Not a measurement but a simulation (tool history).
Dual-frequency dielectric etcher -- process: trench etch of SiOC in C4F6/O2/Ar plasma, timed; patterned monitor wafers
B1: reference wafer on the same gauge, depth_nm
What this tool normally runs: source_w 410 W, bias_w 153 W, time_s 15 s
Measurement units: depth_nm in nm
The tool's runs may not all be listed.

{"run": 1, "hour": 0.0, "source_w": 410, "bias_w": 153, "time_s": 15, "B1": 24.39, "depth_nm": 27.64}
{"hour": 19.7, "done": "wet clean of the chamber"}
{"run": 2, "hour": 101.0, "source_w": 410, "bias_w": 153, "time_s": 11.5, "B1": 24.39, "depth_nm": 21.08}
{"run": 3, "hour": 165.0, "source_w": 410, "bias_w": 153, "time_s": 11.5, "B1": 24.38, "depth_nm": 21.41}
{"run": 4, "hour": 253.3, "source_w": 410, "bias_w": 153, "time_s": 11.5, "B1": 24.42, "depth_nm": 21.22}
{"run": 5, "hour": 299.7, "source_w": 410, "bias_w": 144, "time_s": 15, "B1": 24.39, "depth_nm": 27.24}
{"run": 6, "hour": 377.5, "source_w": 410, "bias_w": 169, "time_s": 11.5, "B1": 24.37, "depth_nm": 21.56}
{"run": 7, "hour": 434.8, "source_w": 410, "bias_w": 169, "time_s": 11.5, "B1": 24.42, "depth_nm": 21.44}
{"run": 8, "hour": 541.6, "source_w": 410, "bias_w": 164, "time_s": 15, "B1": 24.45, "depth_nm": 27.45}
{"run": 9, "hour": 606.6, "source_w": 410, "bias_w": 164, "time_s": 15, "B1": 24.36, "depth_nm": 27.9}
{"hour": 631.9, "done": "wet clean of the chamber"}
{"run": 10, "hour": 689.4, "source_w": 410, "bias_w": 131, "time_s": 15, "B1": 24.35, "depth_nm": 26.85}
{"run": 11, "hour": 786.7, "source_w": 410, "bias_w": 131, "time_s": 15, "B1": 24.38, "depth_nm": 27.16}
{"run": 12, "hour": 884.9, "source_w": 330, "bias_w": 140, "time_s": 18, "B1": 24.43, "depth_nm": 30.51}
{"hour": 889.7, "done": "bias power generator calibrated"}
{"hour": 893.7, "done": "source power generator calibrated"}
{"hour": 930.6, "done": "gauge calibrated"}
{"run": 13, "hour": 959.5, "source_w": 410, "bias_w": 153, "time_s": 15, "B1": 24.42, "depth_nm": 27.73}
{"run": 14, "hour": 1031.6, "source_w": 460, "bias_w": 181, "time_s": 17.5, "B1": 24.46, "depth_nm": 34.74}
{"hour": 1074.1, "done": "upper electrode replaced"}
{"run": 15, "hour": 1126.2, "source_w": 410, "bias_w": 153, "time_s": 15, "B1": 24.36, "depth_nm": 27.53}
{"run": 16, "hour": 1169.2, "source_w": 320, "bias_w": 153, "time_s": 15, "B1": 24.38, "depth_nm": 25.47}

What does the tool deliver on the next run?
{"hour": 1259.2, "done": "wet clean of the chamber"}
{"run": 17, "hour": 1259.7, "source_w": 410, "bias_w": 153, "time_s": 15, "B1": "?", "depth_nm": "?"}

{"run 17": {"B1": 24.46, "depth_nm": 27.5}}
With no hidden state in the tool, this same run would have given depth_nm 27.5 nm.
